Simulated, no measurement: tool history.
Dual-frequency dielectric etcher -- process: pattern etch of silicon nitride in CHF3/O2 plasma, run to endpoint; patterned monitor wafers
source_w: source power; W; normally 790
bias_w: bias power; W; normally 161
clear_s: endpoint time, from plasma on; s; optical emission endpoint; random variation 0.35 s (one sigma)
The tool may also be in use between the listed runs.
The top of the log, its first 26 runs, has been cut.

run,hour,source_w,bias_w,"incoming incoming film thickness, nm",clear_s
27,342.7,930,195,105.3,61.9
28,354.5,980,183,105.7,61.1
29,372.2,940,130,104.4,66.0
30,381.3,860,179,105.7,65.8
31,396.0,970,142,104.8,64.5
32,403.7,670,126,105.1,79.0
33,415.6,790,161,105.7,69.8
34,433.2,860,177,105.4,65.7

5 options for the next run, each taken on its own from the tool as it stands now. Forecast them:
A,433.6,790,161,104.7,?
B,433.6,790,190,104.7,?
C,433.6,590,195,104.7,?
D,433.6,710,193,104.7,?
E,433.6,850,147,104.7,?

run,clear_s
A,69.6
B,67.5
C,77.9
D,70.9
E,68.3
Had the tool no hidden state, the same runs would have come out as:
run,clear_s
A,68.1
B,66.0
C,76.1
D,69.4
E,66.7

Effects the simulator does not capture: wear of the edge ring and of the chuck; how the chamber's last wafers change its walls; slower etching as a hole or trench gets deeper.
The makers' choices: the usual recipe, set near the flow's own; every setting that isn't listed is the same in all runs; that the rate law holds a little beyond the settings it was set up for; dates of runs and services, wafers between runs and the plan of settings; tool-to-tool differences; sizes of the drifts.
